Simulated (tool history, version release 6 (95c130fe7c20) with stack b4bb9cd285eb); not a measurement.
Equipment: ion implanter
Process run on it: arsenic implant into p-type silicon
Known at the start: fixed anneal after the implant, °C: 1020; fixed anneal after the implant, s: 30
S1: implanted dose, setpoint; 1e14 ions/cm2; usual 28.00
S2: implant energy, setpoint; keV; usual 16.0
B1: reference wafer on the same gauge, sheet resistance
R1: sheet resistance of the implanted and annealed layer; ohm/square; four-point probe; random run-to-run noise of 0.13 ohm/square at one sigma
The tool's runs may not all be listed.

run,hour,S1,S2,B1,R1
1,0.0,28.00,16.0,103.23,87.75
2,29.6,28.00,16.0,103.23,88.06
3,83.4,28.00,16.0,103.14,87.73
4,148.9,28.00,16.0,103.03,87.49
5,202.8,28.00,16.0,103.01,87.42
6,271.7,28.00,16.0,102.90,87.65
# hour 330.1: Faraday cup replaced and dose calibrated
7,461.8,28.00,16.0,102.81,87.39
8,491.6,28.00,16.0,102.74,87.61
9,543.2,30.14,21.0,102.73,80.86
# hour 596.6: gauge calibrated
10,608.6,23.34,16.0,104.40,91.98
# hour 630.2: extraction supply calibrated
11,655.9,23.74,12.0,104.18,95.40
12,683.6,20.82,16.0,104.05,94.14
13,726.1,28.00,16.0,103.87,88.13
14,772.0,31.34,19.0,103.72,83.04
15,806.6,28.00,16.0,103.65,88.21
16,863.9,22.11,12.5,103.48,95.68
17,890.9,23.00,16.0,103.44,91.49

Here are 3 independent what-if runs from the current tool condition. What would each one return?
A,891.3,28.00,16.0,?,?
B,891.3,31.39,18.0,?,?
C,891.3,22.85,21.0,?,?

run,B1,R1
A,103.43,87.89
B,103.43,83.88
C,103.43,86.37
What these runs would have given with no unlogged condition in the tool:
run,R1
A,88.70
B,84.65
C,87.16
